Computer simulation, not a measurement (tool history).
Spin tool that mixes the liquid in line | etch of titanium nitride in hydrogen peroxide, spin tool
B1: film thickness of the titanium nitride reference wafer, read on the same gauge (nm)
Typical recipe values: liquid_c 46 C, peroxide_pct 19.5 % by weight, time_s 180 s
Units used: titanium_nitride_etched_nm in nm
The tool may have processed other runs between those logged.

Run 1, hour 0: usual settings but liquid_c 51 C; B1 150. Result: titanium_nitride_etched_nm 13.2 nm.
Run 2, hour 13.3: usual settings but liquid_c 37 C, peroxide_pct 24 % by weight, time_s 140 s; B1 149.98. Result: titanium_nitride_etched_nm 3.77 nm.
Run 3, hour 33.4: usual settings but liquid_c 37 C, peroxide_pct 22.5 % by weight; B1 150.04. Result: titanium_nitride_etched_nm 4.8 nm.
At hour 50.6: new drum of peroxide connected.
Run 4, hour 59.8: usual settings but liquid_c 41 C, peroxide_pct 15 % by weight; B1 150.04. Result: titanium_nitride_etched_nm 5.98 nm.
Run 5, hour 94.5: usual settings; B1 150.02. Result: titanium_nitride_etched_nm 9.22 nm.
Run 6, hour 108: usual settings; B1 149.96. Result: titanium_nitride_etched_nm 9.22 nm.
Run 7, hour 141.7: usual settings; B1 150. Result: titanium_nitride_etched_nm 9.18 nm.
Run 8, hour 166.8: usual settings but liquid_c 48.5 C, peroxide_pct 14 % by weight, time_s 110 s; B1 150. Result: titanium_nitride_etched_nm 6.3 nm.
Run 9, hour 194.8: usual settings but liquid_c 42.5 C; B1 150.02. Result: titanium_nitride_etched_nm 7.01 nm.
Run 10, hour 223.1: usual settings but time_s 70 s; B1 149.94. Result: titanium_nitride_etched_nm 3.53 nm.
At hour 241.8: thermometer replaced.
Run 11, hour 243.9: usual settings but liquid_c 39 C, peroxide_pct 14.5 % by weight; B1 150.01. Result: titanium_nitride_etched_nm 5.05 nm.
Run 12, hour 262: usual settings but liquid_c 43.5 C; B1 150.01. Result: titanium_nitride_etched_nm 7.61 nm.
Run 13, hour 283.4: usual settings but liquid_c 42 C; B1 149.93. Result: titanium_nitride_etched_nm 6.79 nm.
At hour 289.7: gauge calibrated.
Run 14, hour 305: usual settings but liquid_c 55.5 C, peroxide_pct 24.5 % by weight, time_s 280 s; B1 150. Result: titanium_nitride_etched_nm 29.66 nm.
At hour 316.1: heated supply line repaired.
Run 15, hour 322.8: usual settings but peroxide_pct 17.5 % by weight; B1 150. Result: titanium_nitride_etched_nm 9.75 nm.
At hour 330.2: new drum of peroxide connected.
Run 16, hour 345.6: usual settings but liquid_c 51.5 C, peroxide_pct 21.5 % by weight, time_s 215 s; B1 150. Result: titanium_nitride_etched_nm 18.05 nm.
Run 17, hour 369.5: usual settings; B1 149.96. Result: titanium_nitride_etched_nm 10.04 nm.
Run 18, hour 403.9: usual settings but liquid_c 56 C, time_s 135 s; B1 149.97. Result: titanium_nitride_etched_nm 15.45 nm.
Run 19, hour 427.5: usual settings but peroxide_pct 15.5 % by weight; B1 150.01. Result: titanium_nitride_etched_nm 9.47 nm.
Run 20, hour 459.6: usual settings but liquid_c 40 C; B1 149.99. Result: titanium_nitride_etched_nm 6.33 nm.
Run 21, hour 498.3: usual settings but peroxide_pct 16.5 % by weight, time_s 240 s; B1 150.02. Result: titanium_nitride_etched_nm 12.76 nm.
Run 22, hour 524.3: usual settings but liquid_c 36 C, peroxide_pct 23 % by weight, time_s 235 s; B1 149.97. Result: titanium_nitride_etched_nm 6.2 nm.
Run 23, hour 555: usual settings but peroxide_pct 23 % by weight; B1 150. Result: titanium_nitride_etched_nm 10.26 nm.
Run 24, hour 590.1: usual settings but liquid_c 52 C; B1 150.01. Result: titanium_nitride_etched_nm 15.28 nm.
Run 25, hour 613.3: usual settings but liquid_c 36.5 C; B1 150.03. Result: titanium_nitride_etched_nm 4.75 nm.

Run by run, hidden condition taken away, random variation retained:
Hidden conditions of the tool in this case: liquid hotter than its thermometer reads (K); peroxide flow below the setpoint (%); temperature lost on the way to the wafer (K); peroxide weaker than its label (%); gauge reads high (%).
run  titanium_nitride_etched_nm
  1                       14.27
  2                        4.11
  3                        5.24
  4                        6.52
  5                       10.04
  6                       10.04
  7                       10.01
  8                        6.87
  9                        7.68
 10                        3.86
 11                        5.56
 12                        8.36
 13                        7.47
 14                       32.42
 15                        9.78
 16                       18.12
 17                        10.1
 18                       15.55
 19                        9.54
 20                        6.39
 21                        12.9
 22                        6.28
 23                        10.4
 24                       15.52
 25                        4.83
